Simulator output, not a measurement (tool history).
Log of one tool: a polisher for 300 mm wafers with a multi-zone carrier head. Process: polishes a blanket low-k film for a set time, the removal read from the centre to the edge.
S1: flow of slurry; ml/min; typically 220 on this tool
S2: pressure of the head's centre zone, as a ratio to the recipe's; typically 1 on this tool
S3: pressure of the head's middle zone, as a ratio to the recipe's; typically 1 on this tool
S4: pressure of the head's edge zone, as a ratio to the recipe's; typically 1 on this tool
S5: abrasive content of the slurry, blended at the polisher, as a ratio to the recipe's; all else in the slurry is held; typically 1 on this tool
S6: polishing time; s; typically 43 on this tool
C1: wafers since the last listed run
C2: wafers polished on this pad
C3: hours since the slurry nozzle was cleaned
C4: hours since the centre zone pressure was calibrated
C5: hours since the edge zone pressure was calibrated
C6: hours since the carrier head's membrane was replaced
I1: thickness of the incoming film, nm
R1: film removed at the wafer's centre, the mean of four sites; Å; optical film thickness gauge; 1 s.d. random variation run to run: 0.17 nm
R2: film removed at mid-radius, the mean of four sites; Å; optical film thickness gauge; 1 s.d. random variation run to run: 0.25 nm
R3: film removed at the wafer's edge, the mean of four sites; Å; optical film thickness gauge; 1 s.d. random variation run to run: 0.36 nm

run 1 hour=0 | S1=220 S2=1 S3=0.95 S4=0.96 S5=1 S6=43 | C1=0 C2=1854 C3=450 C4=110 C5=1388.9 C6=1962.4 | I1=636.4 | R1=262 R2=239 R3=247
-- hour=58.4 slurry nozzle cleaned
run 2 hour=66.9 | S1=220 S2=1 S3=0.95 S4=0.96 S5=1 S6=43 | C1=1081 C2=2936 C3=8.5 C4=176.9 C5=1455.8 C6=2029.3 | I1=624.4 | R1=267 R2=241 R3=248
run 3 hour=116.5 | S1=220 S2=1 S3=1 S4=1 S5=1 S6=43 | C1=813 C2=3749 C3=58.1 C4=226.5 C5=1505.4 C6=2078.9 | I1=621.6 | R1=265 R2=246 R3=256
-- hour=158.9 carrier head's membrane replaced by a new one
run 4 hour=201.9 | S1=220 S2=0.9 S3=0.89 S4=1 S5=1.15 S6=49 | C1=1319 C2=5069 C3=143.5 C4=311.9 C5=1590.8 C6=43 | I1=633.6 | R1=302 R2=294 R3=315
-- hour=271.2 edge zone pressure recalibrated
run 5 hour=288.9 | S1=170 S2=0.89 S3=1.07 S4=0.91 S5=1 S6=43 | C1=1394 C2=6464 C3=230.5 C4=398.9 C5=17.7 C6=130 | I1=630.2 | R1=230 R2=252 R3=237
-- hour=334.3 worn pad replaced by a new one
run 6 hour=568.8 | S1=165 S2=1.09 S3=0.95 S4=1 S5=1.15 S6=43 | C1=4527 C2=3847 C3=510.4 C4=678.8 C5=297.6 C6=409.9 | I1=634.7 | R1=305 R2=256 R3=274
-- hour=610.8 slurry nozzle cleaned
run 7 hour=616.5 | S1=220 S2=1 S3=1 S4=1 S5=1 S6=43 | C1=766 C2=4614 C3=5.7 C4=726.5 C5=345.3 C6=457.6 | I1=627.8 | R1=267 R2=250 R3=250
-- hour=671.7 centre zone pressure recalibrated
run 8 hour=704 | S1=220 S2=1 S3=1 S4=1 S5=1 S6=43 | C1=1403 C2=6017 C3=93.2 C4=32.3 C5=432.8 C6=545.1 | I1=633.7 | R1=263 R2=246 R3=252
run 9 hour=756.8 | S1=220 S2=1 S3=1 S4=1 S5=1 S6=43 | C1=866 C2=6883 C3=146 C4=85.1 C5=485.6 C6=597.9 | I1=632.3 | R1=267 R2=246 R3=253
-- hour=787.6 worn pad replaced by a new one
run 10 hour=845.2 | S1=220 S2=1.11 S3=1 S4=1.07 S5=1 S6=43 | C1=1385 C2=945 C3=234.4 C4=173.5 C5=574 C6=686.3 | I1=627.4 | R1=292 R2=246 R3=260
run 11 hour=905.1 | S1=220 S2=1 S3=1 S4=1 S5=1 S6=43 | C1=982 C2=1928 C3=294.3 C4=233.4 C5=633.9 C6=746.2 | I1=618.8 | R1=268 R2=254 R3=246
run 12 hour=954.8 | S1=220 S2=1 S3=1 S4=1 S5=1 S6=43 | C1=815 C2=2744 C3=344 C4=283.1 C5=683.6 C6=795.9 | I1=635 | R1=266 R2=251 R3=253
run 13 hour=1004.4 | S1=195 S2=1 S3=1 S4=1 S5=1 S6=43 | C1=813 C2=3558 C3=393.6 C4=332.7 C5=733.2 C6=845.5 | I1=617.3 | R1=260 R2=243 R3=247
run 14 hour=1041.5 | S1=220 S2=1 S3=1 S4=1 S5=0.75 S6=43 | C1=608 C2=4167 C3=430.7 C4=369.8 C5=770.3 C6=882.6 | I1=624.4 | R1=201 R2=194 R3=192
run 15 hour=1141 | S1=220 S2=0.94 S3=1 S4=1 S5=1 S6=43 | C1=1632 C2=5799 C3=530.2 C4=469.3 C5=869.8 C6=982.1 | I1=620.1 | R1=250 R2=244 R3=252
-- hour=1180.9 slurry nozzle cleaned
run 16 hour=1241.8 | S1=255 S2=1 S3=1 S4=0.93 S5=1 S6=43 | C1=1637 C2=7437 C3=60.9 C4=570.1 C5=970.6 C6=1082.9 | I1=625.1 | R1=271 R2=254 R3=244
-- hour=1250.9 worn pad replaced by a new one
run 17 hour=1304.6 | S1=220 S2=0.95 S3=1 S4=1 S5=1.1 S6=39 | C1=964 C2=880 C3=123.7 C4=632.9 C5=1033.4 C6=1145.7 | I1=627.5 | R1=244 R2=241 R3=242
run 18 hour=1363.9 | S1=220 S2=1 S3=1 S4=1 S5=1 S6=43 | C1=973 C2=1853 C3=183 C4=692.2 C5=1092.7 C6=1205 | I1=621.6 | R1=264 R2=249 R3=260
-- hour=1366.9 centre zone pressure recalibrated
run 19 hour=1458.6 | S1=200 S2=1 S3=1 S4=1 S5=0.75 S6=43 | C1=1521 C2=3374 C3=277.7 C4=91.7 C5=1187.4 C6=1299.7 | I1=637.7 | R1=198 R2=190 R3=194
run 20 hour=1553 | S1=220 S2=1 S3=1 S4=1 S5=1 S6=43 | C1=1549 C2=4924 C3=372.1 C4=186.1 C5=1281.8 C6=1394.1 | I1=629.5 | R1=262 R2=250 R3=252
-- hour=1595 edge zone pressure recalibrated
run 21 hour=1596.8 | S1=220 S2=0.95 S3=1 S4=1 S5=1 S6=43 | C1=685 C2=5609 C3=415.9 C4=229.9 C5=1.8 C6=1437.9 | I1=641.3 | R1=250 R2=247 R3=251

For each run, what was the tool's unlogged condition?
removal rate lost through wear of the pad, %: 0, the same for each run
slurry flow missing at the pad, %: 0, the same for each run
deviation of the centre zone's pressure from its setpoint, %: 0, the same for each run
deviation of the edge zone's pressure from its setpoint, %: 0, the same for each run

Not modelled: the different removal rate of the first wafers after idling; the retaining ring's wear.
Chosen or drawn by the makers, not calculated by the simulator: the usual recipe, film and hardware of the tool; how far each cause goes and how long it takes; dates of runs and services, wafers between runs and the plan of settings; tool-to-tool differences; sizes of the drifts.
